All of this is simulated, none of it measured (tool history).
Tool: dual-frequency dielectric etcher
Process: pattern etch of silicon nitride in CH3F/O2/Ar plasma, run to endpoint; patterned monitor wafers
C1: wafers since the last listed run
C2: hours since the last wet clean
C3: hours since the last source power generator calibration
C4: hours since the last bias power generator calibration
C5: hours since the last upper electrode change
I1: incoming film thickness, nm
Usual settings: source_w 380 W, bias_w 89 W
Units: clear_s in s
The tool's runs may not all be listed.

Run 1, hour 0.0: usual settings; C1 0; C2 256.6; C3 2442.9; C4 4357.4; C5 5440.2; I1 39.86. Result: clear_s 56.2 s.
Run 2, hour 9.6: usual settings but bias_w 98 W; C1 81; C2 266.2; C3 2452.5; C4 4367.0; C5 5449.8; I1 39.67. Result: clear_s 53.4 s.
Run 3, hour 21.7: usual settings but bias_w 98 W; C1 102; C2 278.3; C3 2464.6; C4 4379.1; C5 5461.9; I1 39.81. Result: clear_s 53.7 s.
Run 4, hour 38.7: usual settings but bias_w 98 W; C1 143; C2 295.3; C3 2481.6; C4 4396.1; C5 5478.9; I1 39.86. Result: clear_s 54.2 s.
Run 5, hour 50.2: usual settings; C1 97; C2 306.8; C3 2493.1; C4 4407.6; C5 5490.4; I1 39.93. Result: clear_s 57.0 s.
Run 6, hour 60.3: usual settings; C1 85; C2 316.9; C3 2503.2; C4 4417.7; C5 5500.5; I1 39.68. Result: clear_s 56.7 s.
Run 7, hour 70.9: usual settings; C1 89; C2 327.5; C3 2513.8; C4 4428.3; C5 5511.1; I1 39.59. Result: clear_s 56.7 s.
Run 8, hour 96.9: usual settings but bias_w 74 W; C1 220; C2 353.5; C3 2539.8; C4 4454.3; C5 5537.1; I1 40.26. Result: clear_s 63.0 s.
Run 9, hour 108.5: usual settings but bias_w 74 W; C1 98; C2 365.1; C3 2551.4; C4 4465.9; C5 5548.7; I1 39.42. Result: clear_s 63.0 s.
At hour 120.9: source power generator calibrated.
Run 10, hour 121.4: usual settings; C1 75; C2 378.0; C3 0.5; C4 4478.8; C5 5561.6; I1 39.72. Result: clear_s 56.7 s.
Run 11, hour 127.6: usual settings; C1 52; C2 384.2; C3 6.7; C4 4485.0; C5 5567.8; I1 39.61. Result: clear_s 57.0 s.
Run 12, hour 133.9: usual settings but source_w 350 W; C1 53; C2 390.5; C3 13.0; C4 4491.3; C5 5574.1; I1 39.88. Result: clear_s 59.8 s.
Run 13, hour 140.3: usual settings but source_w 350 W; C1 54; C2 396.9; C3 19.4; C4 4497.7; C5 5580.5; I1 40.04. Result: clear_s 59.7 s.
At hour 146.9: bias power generator calibrated.
Run 14, hour 147.4: usual settings; C1 26; C2 404.0; C3 26.5; C4 0.5; C5 5587.6; I1 39.30. Result: clear_s 56.4 s.
Run 15, hour 164.1: usual settings but source_w 480 W, bias_w 77 W; C1 141; C2 420.7; C3 43.2; C4 17.2; C5 5604.3; I1 39.89. Result: clear_s 57.3 s.
Run 16, hour 178.6: usual settings; C1 122; C2 435.2; C3 57.7; C4 31.7; C5 5618.8; I1 39.68. Result: clear_s 57.3 s.
Run 17, hour 185.8: usual settings but bias_w 74 W; C1 60; C2 442.4; C3 64.9; C4 38.9; C5 5626.0; I1 39.37. Result: clear_s 63.5 s.
Run 18, hour 200.9: usual settings but source_w 420 W, bias_w 81 W; C1 127; C2 457.5; C3 80.0; C4 54.0; C5 5641.1; I1 39.47. Result: clear_s 56.9 s.
At hour 233.5: wet clean of the chamber.
Run 19, hour 243.9: usual settings; C1 160; C2 10.4; C3 123.0; C4 97.0; C5 5684.1; I1 39.67. Result: clear_s 54.8 s.
Run 20, hour 273.9: usual settings but bias_w 103 W; C1 254; C2 40.4; C3 153.0; C4 127.0; C5 5714.1; I1 39.65. Result: clear_s 50.8 s.
At hour 304.3: upper electrode replaced.
Run 21, hour 304.8: usual settings but source_w 430 W, bias_w 99 W; C1 58; C2 71.3; C3 183.9; C4 157.9; C5 0.5; I1 39.75. Result: clear_s 49.1 s.
Run 22, hour 305.7: usual settings but source_w 320 W, bias_w 111 W; C1 7; C2 72.2; C3 184.8; C4 158.8; C5 1.4; I1 40.05. Result: clear_s 53.1 s.
Run 23, hour 315.4: usual settings but source_w 290 W, bias_w 77 W; C1 82; C2 81.9; C3 194.5; C4 168.5; C5 11.1; I1 40.16. Result: clear_s 66.8 s.
Run 24, hour 330.3: usual settings but source_w 420 W; C1 126; C2 96.8; C3 209.4; C4 183.4; C5 26.0; I1 39.81. Result: clear_s 53.7 s.
Run 25, hour 345.6: usual settings but source_w 340 W, bias_w 73 W; C1 129; C2 112.1; C3 224.7; C4 198.7; C5 41.3; I1 40.21. Result: clear_s 64.0 s.
Run 26, hour 357.9: usual settings but source_w 290 W; C1 104; C2 124.4; C3 237.0; C4 211.0; C5 53.6; I1 40.08. Result: clear_s 61.8 s.

The next listed run, before its measurement:
Run 27, hour 369.7: usual settings but bias_w 76 W; C1 99; C2 136.2; C3 248.8; C4 222.8; C5 65.4; I1 39.56. Result: clear_s ?.

clear_s: 60.5 s
Without the tool's hidden state the same run would have given clear_s 59.5 s.

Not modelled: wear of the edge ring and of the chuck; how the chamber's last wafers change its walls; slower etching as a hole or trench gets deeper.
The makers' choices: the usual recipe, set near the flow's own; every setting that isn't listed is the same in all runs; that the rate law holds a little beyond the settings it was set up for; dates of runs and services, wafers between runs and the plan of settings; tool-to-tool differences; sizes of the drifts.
